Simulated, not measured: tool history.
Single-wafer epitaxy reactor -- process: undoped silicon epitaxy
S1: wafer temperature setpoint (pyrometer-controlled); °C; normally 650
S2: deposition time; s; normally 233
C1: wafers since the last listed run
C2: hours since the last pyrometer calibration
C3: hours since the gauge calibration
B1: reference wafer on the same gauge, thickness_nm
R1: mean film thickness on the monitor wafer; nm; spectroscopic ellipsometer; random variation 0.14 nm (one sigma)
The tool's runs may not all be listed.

run,day,S1,S2,C1,C2,C3,B1,R1
1,0,650,233,0,1211.5,568.1,36.432,35.041
2,3.888,650,233,368,1304.8,661.4,36.365,35.291
3,7.042,650,233,299,1380.5,737.1,36.413,34.847
4,9.196,650,233,204,1432.2,788.8,36.296,35.036
5,11.142,650,266,184,1478.9,835.5,36.224,39.915
6,15.479,650,266,411,1583,939.6,36.152,39.9
# day 18.942: pyrometer calibrated
7,19.046,650,266,306,2.5,1025.2,36.068,39.799
8,21.133,650,233,197,52.6,1075.3,36,34.723
9,24.204,650,233,291,126.3,1149,35.89,34.941
# day 24.892: gauge calibrated
10,26.112,650,233,180,172.1,29.3,36.595,35.351
11,29.921,650,233,361,263.5,120.7,36.509,35.393
12,33.329,650,233,323,345.3,202.5,36.545,35.025
13,35.867,663,217,240,406.2,263.4,36.472,44.77
14,39.625,650,191,356,496.4,353.6,36.502,28.905
15,42.85,650,233,305,573.8,431,36.477,35.325

Expected results for the next run?
16,44.671,643,233,172,617.5,474.7,?,?

For run 16 the tool returned B1 36.411, R1 29.641 nm.
With the hidden condition absent and the run-to-run variation left alone, this run would have shown R1 29.763 nm.

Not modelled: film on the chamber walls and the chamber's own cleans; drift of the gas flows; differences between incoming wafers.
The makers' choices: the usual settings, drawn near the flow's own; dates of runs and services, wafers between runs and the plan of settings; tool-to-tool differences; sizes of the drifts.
